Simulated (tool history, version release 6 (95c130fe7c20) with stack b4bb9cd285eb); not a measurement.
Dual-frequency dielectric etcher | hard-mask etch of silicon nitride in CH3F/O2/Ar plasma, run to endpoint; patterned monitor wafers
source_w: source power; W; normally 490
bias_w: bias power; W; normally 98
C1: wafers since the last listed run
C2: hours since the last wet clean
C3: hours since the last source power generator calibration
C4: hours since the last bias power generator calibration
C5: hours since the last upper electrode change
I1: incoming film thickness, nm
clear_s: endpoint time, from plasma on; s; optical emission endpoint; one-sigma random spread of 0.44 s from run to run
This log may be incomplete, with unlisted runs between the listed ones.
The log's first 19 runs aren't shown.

run 20 hour=1013.1 | source_w=420 bias_w=98 | C1=698 C2=206.7 C3=754.4 C4=4424.7 C5=835.5 | I1=45.43 | clear_s=52.3
run 21 hour=1039.6 | source_w=490 bias_w=98 | C1=316 C2=233.2 C3=780.9 C4=4451.2 C5=862.0 | I1=45.91 | clear_s=50.1
run 22 hour=1085.8 | source_w=560 bias_w=82 | C1=551 C2=279.4 C3=827.1 C4=4497.4 C5=908.2 | I1=46.23 | clear_s=49.6
run 23 hour=1143.3 | source_w=610 bias_w=115 | C1=686 C2=336.9 C3=884.6 C4=4554.9 C5=965.7 | I1=45.74 | clear_s=42.7
-- hour=1163.9 bias power generator calibrated
run 24 hour=1200.7 | source_w=380 bias_w=109 | C1=637 C2=394.3 C3=942.0 C4=36.8 C5=1023.1 | I1=45.93 | clear_s=52.2
-- hour=1243.3 wet clean of the chamber
run 25 hour=1243.8 | source_w=540 bias_w=85 | C1=228 C2=0.5 C3=985.1 C4=79.9 C5=1066.2 | I1=45.66 | clear_s=51.1
run 26 hour=1286.1 | source_w=410 bias_w=81 | C1=505 C2=42.8 C3=1027.4 C4=122.2 C5=1108.5 | I1=45.47 | clear_s=56.9
run 27 hour=1353.4 | source_w=450 bias_w=98 | C1=803 C2=110.1 C3=1094.7 C4=189.5 C5=1175.8 | I1=45.64 | clear_s=51.6
run 28 hour=1461.4 | source_w=520 bias_w=86 | C1=1290 C2=218.1 C3=1202.7 C4=297.5 C5=1283.8 | I1=46.12 | clear_s=51.5
run 29 hour=1519.4 | source_w=440 bias_w=110 | C1=692 C2=276.1 C3=1260.7 C4=355.5 C5=1341.8 | I1=45.82 | clear_s=48.9
run 30 hour=1568.8 | source_w=540 bias_w=107 | C1=590 C2=325.5 C3=1310.1 C4=404.9 C5=1391.2 | I1=45.89 | clear_s=45.9
run 31 hour=1612.2 | source_w=490 bias_w=98 | C1=518 C2=368.9 C3=1353.5 C4=448.3 C5=1434.6 | I1=45.61 | clear_s=48.8
run 32 hour=1663.6 | source_w=530 bias_w=87 | C1=613 C2=420.3 C3=1404.9 C4=499.7 C5=1486.0 | I1=46.07 | clear_s=49.1
run 33 hour=1707.0 | source_w=540 bias_w=113 | C1=518 C2=463.7 C3=1448.3 C4=543.1 C5=1529.4 | I1=45.29 | clear_s=44.5
-- hour=1736.3 wet clean of the chamber
run 34 hour=1769.5 | source_w=580 bias_w=109 | C1=459 C2=33.2 C3=1510.8 C4=605.6 C5=1591.9 | I1=45.56 | clear_s=45.6
run 35 hour=1795.9 | source_w=420 bias_w=79 | C1=315 C2=59.6 C3=1537.2 C4=632.0 C5=1618.3 | I1=45.64 | clear_s=57.5

Branching from run 35: 4 alternative next runs. What would each branch give?
run A hour=1796.3 | source_w=490 bias_w=98 | C1=4 C2=60.0 C3=1537.6 C4=632.4 C5=1618.7 | I1=45.60 | clear_s=?
run B hour=1796.3 | source_w=490 bias_w=83 | C1=4 C2=60.0 C3=1537.6 C4=632.4 C5=1618.7 | I1=45.60 | clear_s=?
run C hour=1796.3 | source_w=540 bias_w=108 | C1=4 C2=60.0 C3=1537.6 C4=632.4 C5=1618.7 | I1=45.60 | clear_s=?
run D hour=1796.3 | source_w=490 bias_w=109 | C1=4 C2=60.0 C3=1537.6 C4=632.4 C5=1618.7 | I1=45.60 | clear_s=?

run=A clear_s=49.5
run=B clear_s=52.2
run=C clear_s=46.2
run=D clear_s=47.7
The same runs, with their run-to-run variation unchanged, on a tool lacking any hidden condition would have given:
run=A clear_s=49.7
run=B clear_s=52.4
run=C clear_s=46.4
run=D clear_s=47.9
